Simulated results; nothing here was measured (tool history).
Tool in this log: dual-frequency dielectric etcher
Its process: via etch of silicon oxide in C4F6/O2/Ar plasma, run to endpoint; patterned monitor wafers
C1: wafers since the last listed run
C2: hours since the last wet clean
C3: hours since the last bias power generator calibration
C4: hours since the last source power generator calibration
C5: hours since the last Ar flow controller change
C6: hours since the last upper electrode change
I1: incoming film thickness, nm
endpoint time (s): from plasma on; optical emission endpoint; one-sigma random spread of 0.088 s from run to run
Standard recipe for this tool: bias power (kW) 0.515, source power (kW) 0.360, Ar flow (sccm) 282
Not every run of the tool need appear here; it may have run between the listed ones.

run 1 hour=0.0 | bias_power_(kW)=0.515 source_power_(kW)=0.290 Ar_flow_(sccm)=282 | C1=0 C2=332.2 C3=2260.5 C4=130.6 C5=4371.3 C6=2525.2 | I1=100.3 | endpoint_time_(s)=23.1
run 2 hour=95.7 | bias_power_(kW)=0.515 source_power_(kW)=0.400 Ar_flow_(sccm)=282 | C1=1141 C2=427.9 C3=2356.2 C4=226.3 C5=4467.0 C6=2620.9 | I1=99.8 | endpoint_time_(s)=19.2
-- hour=125.5 wet clean of the chamber
run 3 hour=137.4 | bias_power_(kW)=0.515 source_power_(kW)=0.360 Ar_flow_(sccm)=250 | C1=211 C2=11.9 C3=2397.9 C4=268.0 C5=4508.7 C6=2662.6 | I1=100.3 | endpoint_time_(s)=19.6
run 4 hour=161.9 | bias_power_(kW)=0.515 source_power_(kW)=0.360 Ar_flow_(sccm)=282 | C1=292 C2=36.4 C3=2422.4 C4=292.5 C5=4533.2 C6=2687.1 | I1=100.2 | endpoint_time_(s)=19.8
run 5 hour=204.4 | bias_power_(kW)=0.515 source_power_(kW)=0.360 Ar_flow_(sccm)=282 | C1=506 C2=78.9 C3=2464.9 C4=335.0 C5=4575.7 C6=2729.6 | I1=100.3 | endpoint_time_(s)=20.0
run 6 hour=245.9 | bias_power_(kW)=0.515 source_power_(kW)=0.360 Ar_flow_(sccm)=282 | C1=494 C2=120.4 C3=2506.4 C4=376.5 C5=4617.2 C6=2771.1 | I1=99.8 | endpoint_time_(s)=19.8
run 7 hour=282.4 | bias_power_(kW)=0.515 source_power_(kW)=0.360 Ar_flow_(sccm)=282 | C1=435 C2=156.9 C3=2542.9 C4=413.0 C5=4653.7 C6=2807.6 | I1=99.7 | endpoint_time_(s)=19.9
run 8 hour=344.8 | bias_power_(kW)=0.515 source_power_(kW)=0.360 Ar_flow_(sccm)=282 | C1=744 C2=219.3 C3=2605.3 C4=475.4 C5=4716.1 C6=2870.0 | I1=99.1 | endpoint_time_(s)=19.9
run 9 hour=371.4 | bias_power_(kW)=0.515 source_power_(kW)=0.430 Ar_flow_(sccm)=282 | C1=317 C2=245.9 C3=2631.9 C4=502.0 C5=4742.7 C6=2896.6 | I1=100.1 | endpoint_time_(s)=18.4
-- hour=494.0 wet clean of the chamber
run 10 hour=512.7 | bias_power_(kW)=0.515 source_power_(kW)=0.430 Ar_flow_(sccm)=282 | C1=1399 C2=18.7 C3=2773.2 C4=643.3 C5=4884.0 C6=3037.9 | I1=100.6 | endpoint_time_(s)=17.9
run 11 hour=549.6 | bias_power_(kW)=0.515 source_power_(kW)=0.360 Ar_flow_(sccm)=282 | C1=440 C2=55.6 C3=2810.1 C4=680.2 C5=4920.9 C6=3074.8 | I1=100.3 | endpoint_time_(s)=19.9
run 12 hour=576.1 | bias_power_(kW)=0.515 source_power_(kW)=0.360 Ar_flow_(sccm)=264 | C1=316 C2=82.1 C3=2836.6 C4=706.7 C5=4947.4 C6=3101.3 | I1=100.2 | endpoint_time_(s)=19.6
run 13 hour=646.1 | bias_power_(kW)=0.515 source_power_(kW)=0.360 Ar_flow_(sccm)=302 | C1=834 C2=152.1 C3=2906.6 C4=776.7 C5=5017.4 C6=3171.3 | I1=100.9 | endpoint_time_(s)=20.3
run 14 hour=670.5 | bias_power_(kW)=0.515 source_power_(kW)=0.450 Ar_flow_(sccm)=325 | C1=291 C2=176.5 C3=2931.0 C4=801.1 C5=5041.8 C6=3195.7 | I1=100.1 | endpoint_time_(s)=18.0
-- hour=752.1 upper electrode replaced
run 15 hour=752.6 | bias_power_(kW)=0.422 source_power_(kW)=0.440 Ar_flow_(sccm)=322 | C1=692 C2=258.6 C3=3013.1 C4=883.2 C5=5123.9 C6=0.5 | I1=100.5 | endpoint_time_(s)=19.8
run 16 hour=806.4 | bias_power_(kW)=0.515 source_power_(kW)=0.430 Ar_flow_(sccm)=282 | C1=641 C2=312.4 C3=3066.9 C4=937.0 C5=5177.7 C6=54.3 | I1=99.9 | endpoint_time_(s)=18.4
run 17 hour=871.9 | bias_power_(kW)=0.515 source_power_(kW)=0.360 Ar_flow_(sccm)=282 | C1=781 C2=377.9 C3=3132.4 C4=1002.5 C5=5243.2 C6=119.8 | I1=99.5 | endpoint_time_(s)=20.2
run 18 hour=935.5 | bias_power_(kW)=0.515 source_power_(kW)=0.360 Ar_flow_(sccm)=282 | C1=758 C2=441.5 C3=3196.0 C4=1066.1 C5=5306.8 C6=183.4 | I1=99.5 | endpoint_time_(s)=20.5
-- hour=974.3 wet clean of the chamber
-- hour=998.0 Ar flow controller replaced
run 19 hour=1002.8 | bias_power_(kW)=0.515 source_power_(kW)=0.360 Ar_flow_(sccm)=282 | C1=444 C2=28.5 C3=3263.3 C4=1133.4 C5=4.8 C6=250.7 | I1=100.0 | endpoint_time_(s)=19.7
run 20 hour=1064.9 | bias_power_(kW)=0.515 source_power_(kW)=0.330 Ar_flow_(sccm)=234 | C1=740 C2=90.6 C3=3325.4 C4=1195.5 C5=66.9 C6=312.8 | I1=100.3 | endpoint_time_(s)=20.3
run 21 hour=1123.7 | bias_power_(kW)=0.515 source_power_(kW)=0.360 Ar_flow_(sccm)=282 | C1=701 C2=149.4 C3=3384.2 C4=1254.3 C5=125.7 C6=371.6 | I1=100.6 | endpoint_time_(s)=19.8
-- hour=1141.8 bias power generator calibrated
run 22 hour=1167.0 | bias_power_(kW)=0.515 source_power_(kW)=0.410 Ar_flow_(sccm)=282 | C1=468 C2=192.7 C3=25.2 C4=1297.6 C5=169.0 C6=414.9 | I1=100.5 | endpoint_time_(s)=18.6
-- hour=1190.5 source power generator calibrated
run 23 hour=1233.5 | bias_power_(kW)=0.438 source_power_(kW)=0.390 Ar_flow_(sccm)=322 | C1=745 C2=259.2 C3=91.7 C4=43.0 C5=235.5 C6=481.4 | I1=100.1 | endpoint_time_(s)=20.8
-- hour=1444.9 wet clean of the chamber
run 24 hour=1445.4 | bias_power_(kW)=0.515 source_power_(kW)=0.360 Ar_flow_(sccm)=282 | C1=2241 C2=0.5 C3=303.6 C4=254.9 C5=447.4 C6=693.3 | I1=100.2 | endpoint_time_(s)=19.6
run 25 hour=1463.3 | bias_power_(kW)=0.515 source_power_(kW)=0.360 Ar_flow_(sccm)=332 | C1=213 C2=18.4 C3=321.5 C4=272.8 C5=465.3 C6=711.2 | I1=100.1 | endpoint_time_(s)=19.9
run 26 hour=1504.5 | bias_power_(kW)=0.515 source_power_(kW)=0.400 Ar_flow_(sccm)=282 | C1=491 C2=59.6 C3=362.7 C4=314.0 C5=506.5 C6=752.4 | I1=100.1 | endpoint_time_(s)=18.5
run 27 hour=1575.4 | bias_power_(kW)=0.515 source_power_(kW)=0.310 Ar_flow_(sccm)=217 | C1=845 C2=130.5 C3=433.6 C4=384.9 C5=577.4 C6=823.3 | I1=99.8 | endpoint_time_(s)=21.0
run 28 hour=1643.9 | bias_power_(kW)=0.442 source_power_(kW)=0.360 Ar_flow_(sccm)=282 | C1=816 C2=199.0 C3=502.1 C4=453.4 C5=645.9 C6=891.8 | I1=101.1 | endpoint_time_(s)=21.4
run 29 hour=1671.6 | bias_power_(kW)=0.388 source_power_(kW)=0.360 Ar_flow_(sccm)=282 | C1=330 C2=226.7 C3=529.8 C4=481.1 C5=673.6 C6=919.5 | I1=99.0 | endpoint_time_(s)=21.7

4 options for the next run, each taken on its own from the tool as it stands now. Forecast them:
run A hour=1672.0 | bias_power_(kW)=0.515 source_power_(kW)=0.360 Ar_flow_(sccm)=282 | C1=4 C2=227.1 C3=530.2 C4=481.5 C5=674.0 C6=919.9 | I1=100.9 | endpoint_time_(s)=?
run B hour=1672.0 | bias_power_(kW)=0.461 source_power_(kW)=0.360 Ar_flow_(sccm)=259 | C1=4 C2=227.1 C3=530.2 C4=481.5 C5=674.0 C6=919.9 | I1=100.9 | endpoint_time_(s)=?
run C hour=1672.0 | bias_power_(kW)=0.452 source_power_(kW)=0.420 Ar_flow_(sccm)=253 | C1=4 C2=227.1 C3=530.2 C4=481.5 C5=674.0 C6=919.9 | I1=100.9 | endpoint_time_(s)=?
run D hour=1672.0 | bias_power_(kW)=0.417 source_power_(kW)=0.340 Ar_flow_(sccm)=304 | C1=4 C2=227.1 C3=530.2 C4=481.5 C5=674.0 C6=919.9 | I1=100.9 | endpoint_time_(s)=?

run=A endpoint_time_(s)=20.2
run=B endpoint_time_(s)=20.9
run=C endpoint_time_(s)=19.3
run=D endpoint_time_(s)=22.7
What these runs would have given with no unlogged condition in the tool:
run=A endpoint_time_(s)=19.8
run=B endpoint_time_(s)=20.5
run=C endpoint_time_(s)=18.9
run=D endpoint_time_(s)=22.2
